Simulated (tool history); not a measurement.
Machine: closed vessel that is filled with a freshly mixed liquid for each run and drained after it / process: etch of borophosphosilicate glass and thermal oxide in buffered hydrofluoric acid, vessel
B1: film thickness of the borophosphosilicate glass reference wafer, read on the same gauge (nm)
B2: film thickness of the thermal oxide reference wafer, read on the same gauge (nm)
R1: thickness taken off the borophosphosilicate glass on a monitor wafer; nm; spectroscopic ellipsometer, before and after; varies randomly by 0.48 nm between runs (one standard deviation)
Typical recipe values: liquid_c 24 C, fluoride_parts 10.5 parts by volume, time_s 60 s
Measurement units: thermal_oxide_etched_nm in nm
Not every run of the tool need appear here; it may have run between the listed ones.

run 1 hour=0 | liquid_c=24 fluoride_parts=10.5 time_s=60 | B1=50.03 B2=119.98 | R1=123.62 thermal_oxide_etched_nm=69.6
run 2 hour=87.7 | liquid_c=24 fluoride_parts=10.5 time_s=60 | B1=49.99 B2=120.03 | R1=124.35 thermal_oxide_etched_nm=70.26
run 3 hour=128.5 | liquid_c=24 fluoride_parts=7.5 time_s=60 | B1=50.03 B2=120.01 | R1=169.61 thermal_oxide_etched_nm=96.61
run 4 hour=200.6 | liquid_c=24 fluoride_parts=7.5 time_s=60 | B1=50.02 B2=119.99 | R1=170.05 thermal_oxide_etched_nm=96.82
run 5 hour=237.9 | liquid_c=20.5 fluoride_parts=10.5 time_s=60 | B1=49.98 B2=120.01 | R1=102.67 thermal_oxide_etched_nm=58.5
run 6 hour=306.7 | liquid_c=20.5 fluoride_parts=10.5 time_s=60 | B1=49.99 B2=119.96 | R1=103.1 thermal_oxide_etched_nm=58.67
-- hour=349.6 hydrofluoric acid flow meter replaced
run 7 hour=386.9 | liquid_c=20.5 fluoride_parts=10.5 time_s=60 | B1=50.04 B2=119.98 | R1=104.38 thermal_oxide_etched_nm=58.7
run 8 hour=450.8 | liquid_c=24 fluoride_parts=10.5 time_s=60 | B1=49.96 B2=119.97 | R1=126.8 thermal_oxide_etched_nm=71.27
run 9 hour=503.9 | liquid_c=27 fluoride_parts=10.5 time_s=50 | B1=50 B2=120.01 | R1=123.77 thermal_oxide_etched_nm=69.85
-- hour=589.9 gauge calibrated
run 10 hour=601.7 | liquid_c=19.5 fluoride_parts=9 time_s=45 | B1=50.01 B2=120.03 | R1=83.96 thermal_oxide_etched_nm=47.12
run 11 hour=696.5 | liquid_c=24 fluoride_parts=8.5 time_s=40 | B1=49.99 B2=120 | R1=101.44 thermal_oxide_etched_nm=57.49
run 12 hour=756.7 | liquid_c=20.5 fluoride_parts=8.5 time_s=45 | B1=50 B2=120.01 | R1=95.25 thermal_oxide_etched_nm=53.32
run 13 hour=837.3 | liquid_c=20.5 fluoride_parts=8.5 time_s=45 | B1=50.02 B2=120.03 | R1=95.5 thermal_oxide_etched_nm=53.47
-- hour=847.6 thermometer replaced
-- hour=873.9 hydrofluoric acid flow meter replaced
run 14 hour=898.2 | liquid_c=24 fluoride_parts=9.5 time_s=60 | B1=50 B2=120.02 | R1=129.47 thermal_oxide_etched_nm=73.12
run 15 hour=981.3 | liquid_c=22 fluoride_parts=7 time_s=75 | B1=49.97 B2=120 | R1=197.38 thermal_oxide_etched_nm=111.17
run 16 hour=1041.5 | liquid_c=24 fluoride_parts=10.5 time_s=60 | B1=50.01 B2=119.97 | R1=120.29 thermal_oxide_etched_nm=68.24
run 17 hour=1108.6 | liquid_c=24 fluoride_parts=10.5 time_s=60 | B1=50.03 B2=119.98 | R1=120.88 thermal_oxide_etched_nm=67.75

Each row is a separate what-if for the run after 17, all from the same tool condition, not one after another. Results?
run A hour=1109.3 | liquid_c=24 fluoride_parts=10.5 time_s=30 | B1=? B2=? | R1=? thermal_oxide_etched_nm=?
run B hour=1109.3 | liquid_c=24 fluoride_parts=10.5 time_s=90 | B1=? B2=? | R1=? thermal_oxide_etched_nm=?
run C hour=1109.3 | liquid_c=22 fluoride_parts=13.5 time_s=90 | B1=? B2=? | R1=? thermal_oxide_etched_nm=?
run D hour=1109.3 | liquid_c=20 fluoride_parts=14.5 time_s=40 | B1=? B2=? | R1=? thermal_oxide_etched_nm=?

run=A B1=49.96 B2=119.99 R1=60.55 thermal_oxide_etched_nm=33.91
run=B B1=49.96 B2=119.99 R1=181.64 thermal_oxide_etched_nm=101.73
run=C B1=49.96 B2=119.99 R1=127.29 thermal_oxide_etched_nm=71.31
run=D B1=49.96 B2=119.99 R1=47.23 thermal_oxide_etched_nm=26.44
Without the tool's unlogged condition, the same runs would have read:
run=A R1=59.61 thermal_oxide_etched_nm=33.38
run=B R1=178.82 thermal_oxide_etched_nm=100.14
run=C R1=125.29 thermal_oxide_etched_nm=70.18
run=D R1=46.48 thermal_oxide_etched_nm=26.01

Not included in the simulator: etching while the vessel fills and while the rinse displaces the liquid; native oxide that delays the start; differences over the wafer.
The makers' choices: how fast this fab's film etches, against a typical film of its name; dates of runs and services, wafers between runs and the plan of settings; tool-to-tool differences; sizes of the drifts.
